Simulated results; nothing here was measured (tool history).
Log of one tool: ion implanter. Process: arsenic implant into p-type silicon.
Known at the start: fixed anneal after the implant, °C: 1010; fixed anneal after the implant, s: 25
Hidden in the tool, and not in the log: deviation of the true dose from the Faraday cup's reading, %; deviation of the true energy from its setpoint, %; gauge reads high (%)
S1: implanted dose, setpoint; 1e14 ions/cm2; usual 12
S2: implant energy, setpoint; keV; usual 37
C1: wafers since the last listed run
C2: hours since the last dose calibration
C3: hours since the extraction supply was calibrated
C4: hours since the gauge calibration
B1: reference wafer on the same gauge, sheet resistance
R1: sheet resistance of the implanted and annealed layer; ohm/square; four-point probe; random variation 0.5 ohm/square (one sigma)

run     day     S1    S2    C1      C2      C3      C4     B1      R1
  1       0     12    37     0  1762.4  2704.2  1284.1  89.53   99.39
  2   1.738     12    37  1051  1804.1  2745.9  1325.8  89.62    98.6
      2.783  -- Faraday cup replaced and dose calibrated
  3  13.546     12    37  6945   258.3  3029.3  1609.2  89.69   96.93
  4  15.642  13.41    37  1268   308.6  3079.6  1659.5  89.65   91.43
  5  17.929  13.41    37  1384   363.5  3134.5  1714.4  89.57   91.59
  6  21.171  13.41    37  1962   441.3  3212.3  1792.2  89.71    91.2
  7  25.483  13.78    37  2610   544.8  3315.8  1895.7  89.53   90.32
  8  29.179  13.78    37  2236   633.5  3404.5  1984.4  89.67      90
     34.121  -- gauge calibrated
     35.225  -- extraction supply calibrated
  9  35.267  13.78    37  3482   779.6       1    27.5  89.65   90.79
 10  39.288     12    37  2433   876.1    97.5     124  89.56      98
 11  42.254     12    37  1795   947.3   168.7   195.2  89.55   98.49
 12  46.733     12  41.5  2710  1054.8   276.2   302.7  89.56   95.14
 13  50.458     12  41.5  2254  1144.2   365.6   392.1  89.57   95.64
 14   53.15     12    37  1629  1208.8   430.2   456.7  89.63   98.25
 15  54.883     12    37  1049  1250.4   471.8   498.3  89.62   98.81
 16  56.504  10.74    37   981  1289.3   510.7   537.2  89.69  105.36
 17  59.183  10.36    27  1621  1353.6     575   601.5  89.53  114.51
 18  63.162   13.2  33.5  2408  1449.1   670.5     697  89.56    96.3
     63.529  -- Faraday cup replaced and dose calibrated
 19  66.212     12    37  1644    64.4   743.7   770.2   89.5   96.48
 20  68.138     12  42.5  1165   110.6   789.9   816.4  89.54   94.47

The next listed run, before its measurement:
 21  72.312  8.85  33.5  2526  210.8  890.1  916.6   ?   ?

B1: 89.62
R1: 120.28 ohm/square
Without the tool's hidden state the same run would have given R1 120.69 ohm/square.
